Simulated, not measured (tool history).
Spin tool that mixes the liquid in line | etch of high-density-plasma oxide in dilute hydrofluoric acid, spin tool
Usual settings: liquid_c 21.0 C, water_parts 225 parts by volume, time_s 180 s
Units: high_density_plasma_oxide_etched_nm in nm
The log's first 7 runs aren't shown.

run     day  liquid_c  water_parts  time_s  read-back film thickness of the high-density-plasma oxide reference wafer, read on the same gauge (nm)  high_density_plasma_oxide_etched_nm
  8  13.450      21.0          265     180                                                                                                 120.003                                2.373
  9  15.850      21.0          225     265                                                                                                 119.983                                4.203
 10  17.683      21.0          225     265                                                                                                 119.990                                4.193
     17.750  -- hydrofluoric acid flow meter replaced
 11  18.796      19.0          150      90                                                                                                 120.027                                2.080
 12  20.662      17.0          135      80                                                                                                 120.009                                1.941
 13  23.338      21.0          225     180                                                                                                 119.999                                2.736
     23.458  -- gauge calibrated
 14  24.783      19.5          225     180                                                                                                 120.000                                2.600
 15  26.858      17.0          320     250                                                                                                 119.979                                2.154
 16  28.558      19.0          140     180                                                                                                 120.012                                4.546
 17  30.200      21.0          225     180                                                                                                 119.971                                2.769
 18  33.138      25.0          335     180                                                                                                 120.001                                1.927
 19  35.792      21.0          225     180                                                                                                 120.029                                2.728
     37.133  -- hydrofluoric acid flow meter replaced, repeated, since the last time left the tool worse
 20  37.921      17.0          225     210                                                                                                 120.003                                3.039

Run 21 comes next. What will it give?
 21  40.758      21.0          225     270                                                                                                       ?                                    ?

Run 21 gave read-back film thickness of the high-density-plasma oxide reference wafer, read on the same gauge (nm) 119.987, high_density_plasma_oxide_etched_nm 4.661 nm.
Without the tool's hidden state the same run would have given high_density_plasma_oxide_etched_nm 4.700 nm.
